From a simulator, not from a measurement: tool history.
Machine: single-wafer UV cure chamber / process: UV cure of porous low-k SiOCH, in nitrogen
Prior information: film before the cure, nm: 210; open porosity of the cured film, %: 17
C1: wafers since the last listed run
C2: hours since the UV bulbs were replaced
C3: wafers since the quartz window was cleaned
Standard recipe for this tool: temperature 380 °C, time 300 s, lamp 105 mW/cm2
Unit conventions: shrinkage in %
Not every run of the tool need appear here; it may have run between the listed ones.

{"run": 1, "day": 0.0, "temperature": 380, "time": 300, "lamp": 105, "C1": 0, "C2": 1083.8, "C3": 1839, "shrinkage": 11.397}
{"day": 1.362, "done": "UV bulbs replaced"}
{"run": 2, "day": 3.088, "temperature": 372, "time": 300, "lamp": 105, "C1": 722, "C2": 41.4, "C3": 2561, "shrinkage": 11.688}
{"run": 3, "day": 5.908, "temperature": 372, "time": 300, "lamp": 105, "C1": 739, "C2": 109.1, "C3": 3301, "shrinkage": 11.456}
{"day": 8.117, "done": "quartz window cleaned"}
{"run": 4, "day": 9.683, "temperature": 372, "time": 300, "lamp": 105, "C1": 902, "C2": 199.7, "C3": 410, "shrinkage": 11.239}
{"run": 5, "day": 13.171, "temperature": 380, "time": 300, "lamp": 105, "C1": 914, "C2": 283.4, "C3": 1324, "shrinkage": 11.629}
{"run": 6, "day": 16.729, "temperature": 380, "time": 300, "lamp": 105, "C1": 932, "C2": 368.8, "C3": 2257, "shrinkage": 11.632}
{"run": 7, "day": 20.312, "temperature": 380, "time": 300, "lamp": 105, "C1": 939, "C2": 454.8, "C3": 3197, "shrinkage": 11.55}
{"day": 21.429, "done": "quartz window cleaned"}
{"run": 8, "day": 22.583, "temperature": 380, "time": 300, "lamp": 76, "C1": 507, "C2": 509.3, "C3": 302, "shrinkage": 10.179}
{"run": 9, "day": 24.592, "temperature": 380, "time": 300, "lamp": 76, "C1": 526, "C2": 557.5, "C3": 829, "shrinkage": 10.345}
{"run": 10, "day": 26.546, "temperature": 380, "time": 300, "lamp": 136, "C1": 512, "C2": 604.4, "C3": 1341, "shrinkage": 12.519}
{"run": 11, "day": 30.354, "temperature": 380, "time": 300, "lamp": 136, "C1": 998, "C2": 695.8, "C3": 2339, "shrinkage": 12.844}
{"run": 12, "day": 33.558, "temperature": 380, "time": 300, "lamp": 105, "C1": 840, "C2": 772.7, "C3": 3179, "shrinkage": 11.7}
{"day": 34.121, "done": "quartz window cleaned"}
{"run": 13, "day": 35.542, "temperature": 380, "time": 300, "lamp": 67, "C1": 432, "C2": 820.3, "C3": 372, "shrinkage": 9.775}
{"run": 14, "day": 37.188, "temperature": 380, "time": 380, "lamp": 105, "C1": 431, "C2": 859.8, "C3": 803, "shrinkage": 12.762}
{"run": 15, "day": 41.346, "temperature": 367, "time": 375, "lamp": 105, "C1": 1090, "C2": 959.6, "C3": 1893, "shrinkage": 12.37}
{"run": 16, "day": 43.654, "temperature": 364, "time": 160, "lamp": 77, "C1": 605, "C2": 1015.0, "C3": 2498, "shrinkage": 7.439}
{"day": 45.675, "done": "quartz window cleaned"}
{"day": 46.008, "done": "UV bulbs replaced"}
{"run": 17, "day": 47.117, "temperature": 380, "time": 300, "lamp": 140, "C1": 732, "C2": 26.6, "C3": 290, "shrinkage": 12.965}
{"run": 18, "day": 49.471, "temperature": 392, "time": 455, "lamp": 105, "C1": 617, "C2": 83.1, "C3": 907, "shrinkage": 13.323}
{"run": 19, "day": 51.212, "temperature": 380, "time": 300, "lamp": 67, "C1": 456, "C2": 124.9, "C3": 1363, "shrinkage": 9.658}
{"run": 20, "day": 52.871, "temperature": 380, "time": 300, "lamp": 105, "C1": 434, "C2": 164.7, "C3": 1798, "shrinkage": 11.682}
{"run": 21, "day": 55.338, "temperature": 364, "time": 160, "lamp": 77, "C1": 646, "C2": 223.9, "C3": 2445, "shrinkage": 7.618}
{"run": 22, "day": 57.783, "temperature": 391, "time": 125, "lamp": 126, "C1": 641, "C2": 282.6, "C3": 3086, "shrinkage": 8.745}
{"day": 59.058, "done": "quartz window cleaned"}
{"run": 23, "day": 62.046, "temperature": 390, "time": 420, "lamp": 105, "C1": 1030, "C2": 384.9, "C3": 782, "shrinkage": 13.117}
{"run": 24, "day": 66.021, "temperature": 364, "time": 380, "lamp": 70, "C1": 1042, "C2": 480.3, "C3": 1824, "shrinkage": 10.468}

Consider 3 possible next runs. They are alternatives, not a sequence: every one starts from the tool as it was left by run 24. What does each give?
{"run": "A", "day": 66.038, "temperature": 380, "time": 230, "lamp": 105, "C1": 4, "C2": 480.7, "C3": 1829, "shrinkage": "?"}
{"run": "B", "day": 66.038, "temperature": 380, "time": 300, "lamp": 92, "C1": 4, "C2": 480.7, "C3": 1829, "shrinkage": "?"}
{"run": "C", "day": 66.038, "temperature": 372, "time": 190, "lamp": 144, "C1": 4, "C2": 480.7, "C3": 1829, "shrinkage": "?"}

run=A shrinkage=10.560
run=B shrinkage=11.113
run=C shrinkage=10.939
Without the tool's hidden state the same runs would have given:
run=A shrinkage=10.560
run=B shrinkage=11.113
run=C shrinkage=10.939
